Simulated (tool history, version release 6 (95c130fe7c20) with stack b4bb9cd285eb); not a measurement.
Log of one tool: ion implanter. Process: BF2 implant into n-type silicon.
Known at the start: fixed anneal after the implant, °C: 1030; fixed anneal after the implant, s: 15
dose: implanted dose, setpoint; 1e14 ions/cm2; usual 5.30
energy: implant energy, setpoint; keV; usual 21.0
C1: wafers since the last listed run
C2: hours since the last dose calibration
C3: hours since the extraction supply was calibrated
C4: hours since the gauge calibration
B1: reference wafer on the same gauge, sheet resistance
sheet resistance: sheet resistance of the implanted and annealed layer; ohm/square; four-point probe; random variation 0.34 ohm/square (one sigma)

run 1 hour=0.0 | dose=4.23 energy=21.0 | C1=0 C2=360.4 C3=3109.5 C4=321.1 | B1=193.05 | sheet_resistance=274.28
run 2 hour=7.6 | dose=4.23 energy=21.0 | C1=234 C2=368.0 C3=3117.1 C4=328.7 | B1=192.91 | sheet_resistance=274.31
run 3 hour=18.8 | dose=5.30 energy=21.0 | C1=345 C2=379.2 C3=3128.3 C4=339.9 | B1=192.98 | sheet_resistance=230.45
run 4 hour=26.7 | dose=5.30 energy=21.0 | C1=243 C2=387.1 C3=3136.2 C4=347.8 | B1=192.97 | sheet_resistance=229.45
run 5 hour=34.4 | dose=5.30 energy=21.0 | C1=237 C2=394.8 C3=3143.9 C4=355.5 | B1=193.03 | sheet_resistance=229.67
run 6 hour=44.6 | dose=5.30 energy=15.5 | C1=314 C2=405.0 C3=3154.1 C4=365.7 | B1=193.05 | sheet_resistance=244.51
run 7 hour=60.8 | dose=5.30 energy=16.0 | C1=499 C2=421.2 C3=3170.3 C4=381.9 | B1=192.99 | sheet_resistance=242.60
run 8 hour=72.4 | dose=5.30 energy=21.0 | C1=357 C2=432.8 C3=3181.9 C4=393.5 | B1=193.07 | sheet_resistance=229.74
run 9 hour=87.5 | dose=5.30 energy=21.0 | C1=465 C2=447.9 C3=3197.0 C4=408.6 | B1=192.96 | sheet_resistance=230.15
run 10 hour=98.8 | dose=5.30 energy=21.0 | C1=348 C2=459.2 C3=3208.3 C4=419.9 | B1=192.94 | sheet_resistance=229.89
run 11 hour=115.4 | dose=4.68 energy=17.5 | C1=511 C2=475.8 C3=3224.9 C4=436.5 | B1=193.06 | sheet_resistance=260.56
run 12 hour=124.0 | dose=4.68 energy=17.5 | C1=264 C2=484.4 C3=3233.5 C4=445.1 | B1=192.98 | sheet_resistance=261.01
run 13 hour=136.3 | dose=5.30 energy=22.5 | C1=378 C2=496.7 C3=3245.8 C4=457.4 | B1=192.91 | sheet_resistance=227.97
run 14 hour=151.7 | dose=5.30 energy=21.0 | C1=474 C2=512.1 C3=3261.2 C4=472.8 | B1=192.93 | sheet_resistance=230.36
run 15 hour=162.6 | dose=5.30 energy=21.0 | C1=335 C2=523.0 C3=3272.1 C4=483.7 | B1=192.99 | sheet_resistance=229.91
run 16 hour=175.9 | dose=5.30 energy=21.0 | C1=409 C2=536.3 C3=3285.4 C4=497.0 | B1=192.96 | sheet_resistance=230.31
run 17 hour=186.2 | dose=6.01 energy=21.0 | C1=317 C2=546.6 C3=3295.7 C4=507.3 | B1=192.98 | sheet_resistance=209.73
run 18 hour=193.4 | dose=5.30 energy=28.5 | C1=221 C2=553.8 C3=3302.9 C4=514.5 | B1=192.96 | sheet_resistance=219.39
-- hour=198.1 gauge calibrated
run 19 hour=207.4 | dose=5.30 energy=21.0 | C1=431 C2=567.8 C3=3316.9 C4=9.3 | B1=193.04 | sheet_resistance=230.35
run 20 hour=215.2 | dose=6.27 energy=23.0 | C1=240 C2=575.6 C3=3324.7 C4=17.1 | B1=193.01 | sheet_resistance=200.06

Run 21 comes next. What will it give?
run 21 hour=225.5 | dose=6.84 energy=14.5 | C1=317 C2=585.9 C3=3335.0 C4=27.4 | B1=? | sheet_resistance=?

B1: 192.91
sheet resistance: 211.18 ohm/square
Without the tool's hidden state the same run would have given sheet resistance 206.72 ohm/square.

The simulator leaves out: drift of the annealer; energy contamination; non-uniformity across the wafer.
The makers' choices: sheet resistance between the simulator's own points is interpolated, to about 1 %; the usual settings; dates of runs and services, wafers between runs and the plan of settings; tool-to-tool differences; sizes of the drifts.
